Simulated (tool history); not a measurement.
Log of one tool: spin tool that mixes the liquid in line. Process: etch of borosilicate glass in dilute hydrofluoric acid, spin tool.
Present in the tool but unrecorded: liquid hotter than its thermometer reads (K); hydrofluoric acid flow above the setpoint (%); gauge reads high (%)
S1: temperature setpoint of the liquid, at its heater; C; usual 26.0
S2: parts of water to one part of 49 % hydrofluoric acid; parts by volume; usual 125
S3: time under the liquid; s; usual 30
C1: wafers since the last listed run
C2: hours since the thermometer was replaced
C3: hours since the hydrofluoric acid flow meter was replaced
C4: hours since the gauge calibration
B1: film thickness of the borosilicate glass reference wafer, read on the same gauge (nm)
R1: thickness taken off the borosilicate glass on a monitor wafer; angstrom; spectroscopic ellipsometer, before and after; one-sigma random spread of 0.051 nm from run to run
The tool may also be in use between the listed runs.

{"run": 1, "hour": 0.0, "S1": 26.0, "S2": 100, "S3": 30, "C1": 0, "C2": 411.0, "C3": 593.2, "C4": 128.5, "B1": 139.99, "R1": 103.4}
{"run": 2, "hour": 50.2, "S1": 26.0, "S2": 100, "S3": 30, "C1": 993, "C2": 461.2, "C3": 643.4, "C4": 178.7, "B1": 139.98, "R1": 102.3}
{"run": 3, "hour": 118.2, "S1": 23.0, "S2": 125, "S3": 20, "C1": 1345, "C2": 529.2, "C3": 711.4, "C4": 246.7, "B1": 139.99, "R1": 47.6}
{"hour": 156.0, "done": "hydrofluoric acid flow meter replaced"}
{"run": 4, "hour": 183.9, "S1": 23.0, "S2": 125, "S3": 20, "C1": 1280, "C2": 594.9, "C3": 27.9, "C4": 312.4, "B1": 140.0, "R1": 47.4}
{"run": 5, "hour": 226.5, "S1": 26.0, "S2": 125, "S3": 30, "C1": 843, "C2": 637.5, "C3": 70.5, "C4": 355.0, "B1": 139.98, "R1": 80.3}
{"run": 6, "hour": 253.2, "S1": 26.0, "S2": 125, "S3": 30, "C1": 528, "C2": 664.2, "C3": 97.2, "C4": 381.7, "B1": 140.03, "R1": 80.1}
{"run": 7, "hour": 288.1, "S1": 26.0, "S2": 125, "S3": 30, "C1": 690, "C2": 699.1, "C3": 132.1, "C4": 416.6, "B1": 140.02, "R1": 80.6}
{"run": 8, "hour": 341.5, "S1": 26.0, "S2": 125, "S3": 30, "C1": 1056, "C2": 752.5, "C3": 185.5, "C4": 470.0, "B1": 139.99, "R1": 81.3}
{"run": 9, "hour": 380.4, "S1": 26.0, "S2": 125, "S3": 30, "C1": 769, "C2": 791.4, "C3": 224.4, "C4": 508.9, "B1": 139.98, "R1": 80.9}
{"run": 10, "hour": 423.7, "S1": 26.0, "S2": 125, "S3": 30, "C1": 856, "C2": 834.7, "C3": 267.7, "C4": 552.2, "B1": 140.01, "R1": 81.3}
{"run": 11, "hour": 485.4, "S1": 26.0, "S2": 125, "S3": 30, "C1": 1221, "C2": 896.4, "C3": 329.4, "C4": 613.9, "B1": 140.0, "R1": 80.8}
{"run": 12, "hour": 525.6, "S1": 26.0, "S2": 125, "S3": 30, "C1": 795, "C2": 936.6, "C3": 369.6, "C4": 654.1, "B1": 140.0, "R1": 80.8}
{"run": 13, "hour": 597.4, "S1": 26.0, "S2": 125, "S3": 30, "C1": 1420, "C2": 1008.4, "C3": 441.4, "C4": 725.9, "B1": 139.99, "R1": 80.8}
{"run": 14, "hour": 642.1, "S1": 26.0, "S2": 125, "S3": 30, "C1": 884, "C2": 1053.1, "C3": 486.1, "C4": 770.6, "B1": 139.98, "R1": 80.7}
{"run": 15, "hour": 705.2, "S1": 26.0, "S2": 85, "S3": 20, "C1": 1248, "C2": 1116.2, "C3": 549.2, "C4": 833.7, "B1": 139.99, "R1": 82.9}
{"run": 16, "hour": 737.2, "S1": 26.0, "S2": 80, "S3": 30, "C1": 633, "C2": 1148.2, "C3": 581.2, "C4": 865.7, "B1": 139.98, "R1": 133.0}
{"run": 17, "hour": 765.1, "S1": 28.0, "S2": 125, "S3": 30, "C1": 552, "C2": 1176.1, "C3": 609.1, "C4": 893.6, "B1": 140.02, "R1": 87.4}
{"run": 18, "hour": 821.1, "S1": 26.0, "S2": 125, "S3": 30, "C1": 1108, "C2": 1232.1, "C3": 665.1, "C4": 949.6, "B1": 140.0, "R1": 80.9}
{"run": 19, "hour": 867.2, "S1": 24.5, "S2": 150, "S3": 15, "C1": 912, "C2": 1278.2, "C3": 711.2, "C4": 995.7, "B1": 140.03, "R1": 31.1}
{"hour": 879.9, "done": "thermometer replaced"}
{"run": 20, "hour": 934.4, "S1": 26.0, "S2": 125, "S3": 40, "C1": 1310, "C2": 54.5, "C3": 778.4, "C4": 1062.9, "B1": 139.99, "R1": 106.5}
{"run": 21, "hour": 987.2, "S1": 23.0, "S2": 170, "S3": 40, "C1": 1044, "C2": 107.3, "C3": 831.2, "C4": 1115.7, "B1": 139.98, "R1": 65.7}

Estimate the outcome of run 22 from the log above:
{"run": 22, "hour": 1013.5, "S1": 30.5, "S2": 140, "S3": 30, "C1": 520, "C2": 133.6, "C3": 857.5, "C4": 1142.0, "B1": "?", "R1": "?"}

Run 22 yielded B1 139.99, R1 82.6 angstrom.
Minus the tool's unlogged condition, the same run would have read R1 82.0 angstrom.
